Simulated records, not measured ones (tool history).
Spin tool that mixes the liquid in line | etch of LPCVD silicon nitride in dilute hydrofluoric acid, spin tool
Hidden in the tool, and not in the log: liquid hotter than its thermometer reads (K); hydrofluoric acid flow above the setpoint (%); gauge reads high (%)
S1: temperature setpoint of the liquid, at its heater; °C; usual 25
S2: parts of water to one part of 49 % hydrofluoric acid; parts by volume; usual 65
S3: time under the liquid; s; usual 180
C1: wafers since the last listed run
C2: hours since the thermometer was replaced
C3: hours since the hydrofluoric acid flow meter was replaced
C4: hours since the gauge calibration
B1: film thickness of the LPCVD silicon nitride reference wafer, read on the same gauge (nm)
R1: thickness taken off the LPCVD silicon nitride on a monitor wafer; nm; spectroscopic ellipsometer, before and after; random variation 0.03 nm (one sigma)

Run 1, hour 0: usual settings but S3 105 s; C1 0; C2 1697.5; C3 7.3; C4 2388.3; B1 99.963. Result: R1 0.842 nm.
Run 2, hour 68.1: usual settings; C1 461; C2 1765.6; C3 75.4; C4 2456.4; B1 100.036. Result: R1 1.397 nm.
Run 3, hour 171.6: usual settings; C1 701; C2 1869.1; C3 178.9; C4 2559.9; B1 99.947. Result: R1 1.47 nm.
Run 4, hour 253: usual settings but S2 45 parts by volume; C1 551; C2 1950.5; C3 260.3; C4 2641.3; B1 100.016. Result: R1 2.046 nm.
Run 5, hour 355: usual settings but S2 75 parts by volume; C1 690; C2 2052.5; C3 362.3; C4 2743.3; B1 100.008. Result: R1 1.265 nm.
Run 6, hour 414.8: usual settings but S2 75 parts by volume; C1 405; C2 2112.3; C3 422.1; C4 2803.1; B1 99.966. Result: R1 1.263 nm.
Run 7, hour 503.1: usual settings but S3 150 s; C1 598; C2 2200.6; C3 510.4; C4 2891.4; B1 99.971. Result: R1 1.204 nm.
Run 8, hour 586.7: usual settings; C1 566; C2 2284.2; C3 594; C4 2975; B1 100.027. Result: R1 1.433 nm.
At hour 621.6: thermometer replaced.
Run 9, hour 655.8: usual settings but S1 26.5 °C; C1 461; C2 34.2; C3 663.1; C4 3044.1; B1 100.038. Result: R1 1.41 nm.
At hour 662.5: hydrofluoric acid flow meter replaced.
Run 10, hour 827.8: usual settings but S1 27.5 °C, S2 95 parts by volume; C1 1158; C2 206.2; C3 165.3; C4 3216.1; B1 100.015. Result: R1 1.046 nm.
Run 11, hour 916.1: usual settings but S1 22.5 °C, S2 80 parts by volume, S3 290 s; C1 598; C2 294.5; C3 253.6; C4 3304.4; B1 100.017. Result: R1 1.481 nm.
Run 12, hour 986.8: usual settings; C1 478; C2 365.2; C3 324.3; C4 3375.1; B1 99.986. Result: R1 1.314 nm.
Run 13, hour 1064.7: usual settings but S1 26.5 °C; C1 527; C2 443.1; C3 402.2; C4 3453; B1 99.989. Result: R1 1.532 nm.
Run 14, hour 1162.1: usual settings but S1 29.5 °C, S2 35 parts by volume, S3 130 s; C1 659; C2 540.5; C3 499.6; C4 3550.4; B1 99.992. Result: R1 2.403 nm.
Run 15, hour 1223.8: usual settings but S1 21.5 °C; C1 417; C2 602.2; C3 561.3; C4 3612.1; B1 100.007. Result: R1 1.041 nm.
Run 16, hour 1300.9: usual settings but S1 21.5 °C, S2 50 parts by volume; C1 522; C2 679.3; C3 638.4; C4 3689.2; B1 100. Result: R1 1.377 nm.
At hour 1342.6: hydrofluoric acid flow meter replaced.
Run 17, hour 1344: usual settings; C1 285; C2 722.4; C3 1.4; C4 3732.3; B1 99.995. Result: R1 1.369 nm.
At hour 1364: gauge calibrated.
Run 18, hour 1426.2: usual settings but S1 28.5 °C, S2 90 parts by volume; C1 556; C2 804.6; C3 83.6; C4 62.2; B1 100.018. Result: R1 1.245 nm.

Forecast run 19:
Run 19, hour 1466.5: usual settings but S1 28 °C, S2 80 parts by volume; C1 272; C2 844.9; C3 123.9; C4 102.5; B1 ?. Result: R1 ?.

B1: 100.016
R1: 1.38 nm
Without the tool's hidden state the same run would have given R1 1.297 nm.
